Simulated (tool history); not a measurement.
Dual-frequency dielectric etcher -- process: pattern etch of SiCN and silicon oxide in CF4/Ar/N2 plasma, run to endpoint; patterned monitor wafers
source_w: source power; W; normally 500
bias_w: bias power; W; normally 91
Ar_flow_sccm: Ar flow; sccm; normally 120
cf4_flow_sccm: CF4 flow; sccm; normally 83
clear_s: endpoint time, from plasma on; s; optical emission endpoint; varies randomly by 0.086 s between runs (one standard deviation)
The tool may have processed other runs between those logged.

run	day	source_w	bias_w	Ar_flow_sccm	cf4_flow_sccm	wafers since the last listed run	hours since the last wet clean	hours since the last source power generator calibration	hours since the last bias power generator calibration	hours since the last Ar flow controller change	hours since the last CF4 flow controller change	hours since the last upper electrode change	incoming incoming film thickness, nm	clear_s
1	0	500	91	120	83	0	490.6	2867.5	1230.1	2853	2811.2	1262.5	11.27	11
# day 0.929: wet clean of the chamber
2	3.983	500	91	120	83	856	73.3	2963.1	1325.7	2948.6	2906.8	1358.1	11.24	11.4
3	6.588	500	91	120	83	730	135.8	3025.6	1388.2	3011.1	2969.3	1420.6	11.07	11.1
4	8.175	500	91	120	83	445	173.9	3063.7	1426.3	3049.2	3007.4	1458.7	11.14	11.2
5	11.533	500	91	120	83	941	254.5	3144.3	1506.9	3129.8	3088	1539.3	11.2	11.1
6	13.862	500	91	120	83	653	310.4	3200.2	1562.8	3185.7	3143.9	1595.2	11.21	11.3
# day 19.908: wet clean of the chamber
# day 20.162: CF4 flow controller replaced
7	24.958	500	91	120	83	2761	121.2	3466.5	1829.1	3452	115.1	1861.5	11.12	11.2
8	29.071	500	91	120	83	1153	219.9	3565.2	1927.8	3550.7	213.8	1960.2	11.2	11.3
9	32.529	500	91	120	83	969	302.9	3648.2	2010.8	3633.7	296.8	2043.2	11.3	11.2
10	34.054	500	91	120	83	427	339.5	3684.8	2047.4	3670.3	333.4	2079.8	11.25	11.2
# day 36.742: upper electrode replaced, of another model than before
11	38.508	500	91	120	83	968	446.4	3791.7	2154.3	3777.2	440.3	42.4	11.21	11
# day 39.721: source power generator calibrated
12	40.442	500	74	120	95	495	492.8	17.3	2200.7	3823.6	486.7	88.8	11.34	11.9
# day 42.688: wet clean of the chamber
13	42.708	500	91	101	83	355	0.5	71.7	2255.1	3878	541.1	143.2	11.2	11.5
# day 43.671: Ar flow controller replaced
14	44.479	610	70	129	91	426	43	114.2	2297.6	19.4	583.6	185.7	11.3	10.7
15	46	600	91	120	102	426	79.5	150.7	2334.1	55.9	620.1	222.2	11.15	9.1
# day 47.6: bias power generator calibrated
16	48.262	610	91	141	83	587	133.8	205	15.9	110.2	674.4	276.5	11.24	9.5
17	50.104	430	79	120	65	516	178	249.2	60.1	154.4	718.6	320.7	11.26	15.5
18	52.625	500	91	120	83	706	238.5	309.7	120.6	214.9	779.1	381.2	11.28	11.4
19	56.508	500	103	102	83	1088	331.7	402.9	213.8	308.1	872.3	474.4	11.1	10.3
20	59.646	580	91	120	83	879	407	478.2	289.1	383.4	947.6	549.7	11.11	9.5

5 ways to go on from here, each from the tool as it stands after run 20. What would each give?
A	59.662	500	91	120	83	4	407.4	478.6	289.5	383.8	948	550.1	11.21	?
B	59.662	500	91	131	104	4	407.4	478.6	289.5	383.8	948	550.1	11.21	?
C	59.662	570	105	103	102	4	407.4	478.6	289.5	383.8	948	550.1	11.21	?
D	59.662	500	76	134	94	4	407.4	478.6	289.5	383.8	948	550.1	11.21	?
E	59.662	440	73	120	83	4	407.4	478.6	289.5	383.8	948	550.1	11.21	?

run	clear_s
A	11.1
B	10.7
C	8.7
D	11.9
E	14.1
Had the tool no hidden state, the same runs would have come out as:
run	clear_s
A	11.5
B	11.1
C	9
D	12.4
E	14.7
